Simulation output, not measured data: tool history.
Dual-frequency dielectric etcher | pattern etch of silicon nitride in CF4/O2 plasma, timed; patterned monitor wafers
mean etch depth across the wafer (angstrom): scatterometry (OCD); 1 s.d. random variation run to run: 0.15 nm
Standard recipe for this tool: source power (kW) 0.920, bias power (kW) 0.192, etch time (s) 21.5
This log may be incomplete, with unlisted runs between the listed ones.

run     day  source power (kW)  bias power (kW)  etch time (s)  read-back reference wafer on the same gauge, depth_nm  mean etch depth across the wafer (angstrom)
  1   0.000              0.920            0.192           21.5                                                   67.9                                          704
  2   1.358              0.920            0.192           21.5                                                   67.9                                          716
  3   1.371              0.920            0.192           21.5                                                   67.9                                          717
  4   1.383              0.920            0.192           21.5                                                   68.0                                          719
  5   1.875              0.920            0.192           18.0                                                   67.9                                          601
  6   2.496              0.920            0.192           18.0                                                   67.9                                          601
  7   3.121              0.920            0.192           21.5                                                   67.9                                          717
  8   3.767              0.920            0.192           21.5                                                   67.9                                          718
  9   4.067              0.920            0.192           21.5                                                   67.9                                          717
 10   4.579              1.100            0.147           21.5                                                   67.9                                          749
 11   5.325              0.860            0.192           17.5                                                   67.9                                          556
 12   5.775              0.820            0.219           28.0                                                   67.9                                          901
 13   7.092              1.060            0.192           28.0                                                   67.9                                         1025
 14   7.104              0.860            0.148           21.5                                                   67.9                                          632
 15   7.117              0.920            0.225           24.5                                                   67.9                                          861
 16   7.529              0.920            0.149           25.5                                                   67.9                                          784
 17   8.142              0.860            0.168           24.5                                                   67.9                                          746
 18   8.767              0.920            0.192           21.5                                                   67.9                                          713
 19   9.150              0.920            0.192           21.5                                                   67.9                                          712
 20   9.758              0.780            0.192           21.5                                                   67.9                                          639
 21  10.012              0.920            0.146           21.5                                                   67.9                                          658
 22  10.350              0.720            0.192           23.5                                                   67.9                                          662
 23  10.850              0.920            0.173           21.5                                                   67.9                                          688
 24  11.129              0.920            0.192           25.5                                                   67.9                                          848
 25  11.562              0.920            0.179           27.5                                                   67.9                                          888
 26  12.221              1.070            0.192           26.0                                                   67.9                                          953
 27  12.775              1.110            0.192           21.5                                                   67.9                                          810
 28  13.288              0.920            0.192           21.5                                                   67.9                                          711
 29  13.679              0.920            0.146           21.5                                                   67.9                                          654

Not shown here: 5 entries made in the log between runs. Locate each between two listed runs and compare the hidden state at the listed run before it with the hidden state at the listed run after it:
From run 1 to run 2: wet clean of the chamber (day 1.338)
  etch rate over this chamber's usual, %: -1.65 -> 0.154
  the result without the hidden state subtracted from the measured one, mean etch depth across the wafer (angstrom): -12 -> +1
From run 5 to run 6: gauge calibrated (day 1.979)
  etch rate over this chamber's usual, %: 0.109 -> 0.0558
  the result without the hidden state subtracted from the measured one, mean etch depth across the wafer (angstrom): +1 -> +0
From run 11 to run 12: source power generator calibrated (day 5.579)
  etch rate over this chamber's usual, %: -0.187 -> -0.226
  the result without the hidden state subtracted from the measured one, mean etch depth across the wafer (angstrom): -1 -> -2
From run 12 to run 13: upper electrode replaced (day 7.071)
  etch rate over this chamber's usual, %: -0.226 -> -0.339
  the result without the hidden state subtracted from the measured one, mean etch depth across the wafer (angstrom): -2 -> -3
From run 16 to run 17: bias power generator calibrated (day 8.121)
  etch rate over this chamber's usual, %: -0.376 -> -0.429
  the result without the hidden state subtracted from the measured one, mean etch depth across the wafer (angstrom): -3 -> -3

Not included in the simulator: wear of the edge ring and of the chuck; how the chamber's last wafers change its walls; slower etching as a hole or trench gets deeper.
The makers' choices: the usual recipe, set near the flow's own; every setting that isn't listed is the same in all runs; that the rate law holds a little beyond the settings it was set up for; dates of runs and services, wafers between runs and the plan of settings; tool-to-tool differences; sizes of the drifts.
